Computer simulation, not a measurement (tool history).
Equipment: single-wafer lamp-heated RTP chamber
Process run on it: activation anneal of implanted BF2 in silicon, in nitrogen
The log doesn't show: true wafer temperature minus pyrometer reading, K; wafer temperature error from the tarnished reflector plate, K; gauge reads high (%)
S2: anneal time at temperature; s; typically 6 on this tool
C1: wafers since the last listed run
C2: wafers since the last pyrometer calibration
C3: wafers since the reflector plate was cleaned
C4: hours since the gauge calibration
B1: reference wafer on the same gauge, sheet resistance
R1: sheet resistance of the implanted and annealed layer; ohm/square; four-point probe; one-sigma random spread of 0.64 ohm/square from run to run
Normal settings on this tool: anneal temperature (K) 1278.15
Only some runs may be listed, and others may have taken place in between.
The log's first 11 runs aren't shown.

{"run": 12, "hour": 813.9, "anneal temperature (K)": 1278.15, "S2": 6, "C1": 1666, "C2": 7423, "C3": 6544, "C4": 1811.2, "B1": 332.97, "R1": 302.7}
{"run": 13, "hour": 909.2, "anneal temperature (K)": 1278.15, "S2": 6, "C1": 1812, "C2": 9235, "C3": 8357, "C4": 1906.5, "B1": 333.05, "R1": 304.23}
{"run": 14, "hour": 989.9, "anneal temperature (K)": 1278.15, "S2": 4, "C1": 1534, "C2": 10770, "C3": 9892, "C4": 1987.2, "B1": 332.99, "R1": 319.2}
{"run": 15, "hour": 1038.3, "anneal temperature (K)": 1278.15, "S2": 4, "C1": 920, "C2": 11690, "C3": 10812, "C4": 2035.6, "B1": 332.91, "R1": 319.81}
{"hour": 1047.3, "done": "pyrometer window cleaned and pyrometer calibrated"}
{"hour": 1081.2, "done": "reflector plate cleaned"}
{"run": 16, "hour": 1107.7, "anneal temperature (K)": 1278.15, "S2": 6, "C1": 1015, "C2": 996, "C3": 503, "C4": 2105, "B1": 332.91, "R1": 302.29}
{"run": 17, "hour": 1208.3, "anneal temperature (K)": 1300.15, "S2": 8, "C1": 1913, "C2": 2909, "C3": 2417, "C4": 2205.6, "B1": 332.93, "R1": 257.95}
{"run": 18, "hour": 1256.1, "anneal temperature (K)": 1255.15, "S2": 10, "C1": 909, "C2": 3818, "C3": 3326, "C4": 2253.4, "B1": 332.96, "R1": 326.72}
{"run": 19, "hour": 1303.6, "anneal temperature (K)": 1266.15, "S2": 6, "C1": 903, "C2": 4722, "C3": 4229, "C4": 2300.9, "B1": 333.03, "R1": 325.95}

Run 20, settings as shown, results not yet in. Your forecast:
{"run": 20, "hour": 1386.9, "anneal temperature (K)": 1278.15, "S2": 6, "C1": 1584, "C2": 6306, "C3": 5813, "C4": 2384.2, "B1": "?", "R1": "?"}

B1: 333.02
R1: 302.67 ohm/square
Without the tool's hidden state the same run would have given R1 302.67 ohm/square.

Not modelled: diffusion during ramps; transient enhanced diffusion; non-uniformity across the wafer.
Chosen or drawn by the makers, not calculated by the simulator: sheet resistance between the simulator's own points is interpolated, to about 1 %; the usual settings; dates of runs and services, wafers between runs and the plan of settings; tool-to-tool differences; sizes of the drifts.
